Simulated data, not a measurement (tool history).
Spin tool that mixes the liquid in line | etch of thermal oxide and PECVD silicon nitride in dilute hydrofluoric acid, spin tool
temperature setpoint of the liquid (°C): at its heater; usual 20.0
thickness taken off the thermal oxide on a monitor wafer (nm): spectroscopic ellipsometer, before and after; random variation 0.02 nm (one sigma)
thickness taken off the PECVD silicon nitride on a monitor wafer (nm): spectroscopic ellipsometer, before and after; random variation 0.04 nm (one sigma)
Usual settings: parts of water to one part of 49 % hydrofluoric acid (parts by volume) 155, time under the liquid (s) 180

run,hour,temperature setpoint of the liquid (°C),parts of water to one part of 49 % hydrofluoric acid (parts by volume),time under the liquid (s),"read-back film thickness of the thermal oxide reference wafer, read on the same gauge (nm)","read-back film thickness of the PECVD silicon nitride reference wafer, read on the same gauge (nm)",thickness taken off the thermal oxide on a monitor wafer (nm),thickness taken off the PECVD silicon nitride on a monitor wafer (nm)
1,0.0,20.0,155,180,49.974,39.994,3.904,1.488
2,19.4,20.0,155,180,50.009,39.975,3.908,1.487
3,40.4,20.0,155,180,50.017,39.988,3.895,1.516
4,54.7,18.0,155,180,50.005,39.968,3.603,1.310
5,74.0,20.0,155,180,49.985,39.999,3.932,1.459
6,104.3,17.0,205,250,49.994,39.998,3.436,1.316
7,130.6,21.5,235,270,49.951,39.993,3.741,1.683
8,156.3,20.0,155,130,49.992,39.988,2.800,1.090
9,173.2,24.0,155,180,50.044,39.982,4.531,1.963
10,186.4,25.0,155,180,49.994,40.032,4.730,2.005
11,211.7,17.0,100,255,50.007,40.005,7.982,2.604
12,234.1,20.0,155,180,49.991,40.024,3.894,1.489
13,282.6,20.0,155,180,50.008,39.995,3.925,1.532
14,306.0,17.0,125,180,50.000,40.022,4.415,1.489
# hour 334.3: hydrofluoric acid flow meter replaced
15,335.2,20.0,155,210,49.990,39.981,4.815,1.787
16,357.1,24.5,215,105,49.976,40.012,1.909,0.917
17,374.7,24.0,195,100,50.045,39.994,2.049,0.935
18,399.4,17.0,205,250,50.005,39.999,3.647,1.286
19,423.8,20.0,235,180,49.987,40.022,2.521,1.060
20,447.6,20.0,155,180,50.012,39.985,4.074,1.581
21,464.1,23.0,155,180,49.984,39.988,4.658,1.897
22,497.9,22.0,100,115,49.944,39.999,4.642,1.729
23,587.3,20.0,155,215,49.952,40.015,4.861,1.968
24,613.3,17.0,135,85,50.037,39.988,2.019,0.667
25,643.4,20.0,155,180,49.995,40.006,4.119,1.574

5 ways to go on from here, each from the tool as it stands after run 25. What would each give?
A,643.9,21.5,155,180,?,?,?,?
B,643.9,20.0,215,180,?,?,?,?
C,643.9,17.0,85,110,?,?,?,?
D,643.9,20.0,205,80,?,?,?,?
E,643.9,17.0,155,235,?,?,?,?

run,"read-back film thickness of the thermal oxide reference wafer, read on the same gauge (nm)","read-back film thickness of the PECVD silicon nitride reference wafer, read on the same gauge (nm)",thickness taken off the thermal oxide on a monitor wafer (nm),thickness taken off the PECVD silicon nitride on a monitor wafer (nm)
A,49.990,39.987,4.301,1.671
B,49.990,39.987,2.751,1.100
C,49.990,39.987,4.302,1.349
D,49.990,39.987,1.295,0.512
E,49.990,39.987,4.692,1.613
Without the tool's hidden state the same runs would have given:
run,thickness taken off the thermal oxide on a monitor wafer (nm),thickness taken off the PECVD silicon nitride on a monitor wafer (nm)
A,4.366,1.692
B,2.794,1.114
C,4.362,1.366
D,1.315,0.519
E,4.761,1.633
